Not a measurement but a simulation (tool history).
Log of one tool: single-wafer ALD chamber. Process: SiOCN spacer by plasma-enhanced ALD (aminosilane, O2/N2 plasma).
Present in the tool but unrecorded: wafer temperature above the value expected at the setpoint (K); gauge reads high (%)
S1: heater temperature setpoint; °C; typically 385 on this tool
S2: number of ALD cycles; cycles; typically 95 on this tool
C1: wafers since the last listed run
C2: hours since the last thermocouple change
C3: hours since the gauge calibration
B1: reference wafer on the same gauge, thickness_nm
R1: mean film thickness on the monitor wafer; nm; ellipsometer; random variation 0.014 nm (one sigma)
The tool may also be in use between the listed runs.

run   hour   S1   S2   C1      C2     C3     B1     R1
  1    0.0  390   95    0  1327.6  115.2  5.228  5.613
  2   22.5  390   95   94  1350.1  137.7  5.237  5.638
  3   47.5  385   95  104  1375.1  162.7  5.230  5.635
  4   80.0  385   95  136  1407.6  195.2  5.230  5.618
  5  101.8  385   95   91  1429.4  217.0  5.228  5.626
  6  130.1  377  101  118  1457.7  245.3  5.226  5.963
  7  149.1  377  101   79  1476.7  264.3  5.234  5.973
  8  178.8  395   95  124  1506.4  294.0  5.232  5.609
  9  199.0  395   95   84  1526.6  314.2  5.231  5.594
     208.8  -- gauge calibrated
 10  226.9  395   95  116  1554.5   18.1  5.230  5.628
 11  249.3  385   95   93  1576.9   40.5  5.230  5.617
 12  277.2  385   82  116  1604.8   68.4  5.232  4.860
 13  292.0  385   87   61  1619.6   83.2  5.231  5.130
 14  316.7  390   87  103  1644.3  107.9  5.225  5.144
 15  340.4  394  101   99  1668.0  131.6  5.232  5.987
 16  357.5  377  104   71  1685.1  148.7  5.227  6.141
 17  384.6  385  111  113  1712.2  175.8  5.227  6.582
     395.6  -- thermocouple changed; heater temperature recalibrated
 18  402.4  378  100   41     6.8  193.6  5.230  5.927
 19  433.2  385   95  128    37.6  224.4  5.230  5.618
 20  454.2  385   95   87    58.6  245.4  5.228  5.623
 21  485.6  375   76  131    90.0  276.8  5.235  4.506
     488.2  -- gauge calibrated
 22  527.1  396   95  173   131.5   38.9  5.229  5.627
 23  561.3  385   95  143   165.7   73.1  5.225  5.616

5 options for the next run, each taken on its own from the tool as it stands now. Forecast them:
  A  561.9  385   95   2  166.3  73.7   ?   ?
  B  561.9  378   89   2  166.3  73.7   ?   ?
  C  561.9  391  104   2  166.3  73.7   ?   ?
  D  561.9  395  105   2  166.3  73.7   ?   ?
  E  561.9  385  104   2  166.3  73.7   ?   ?

run     B1     R1
  A  5.232  5.655
  B  5.232  5.298
  C  5.232  6.191
  D  5.232  6.250
  E  5.232  6.191
What these runs would have given with no unlogged condition in the tool:
run     R1
  A  5.655
  B  5.298
  C  6.191
  D  6.250
  E  6.191
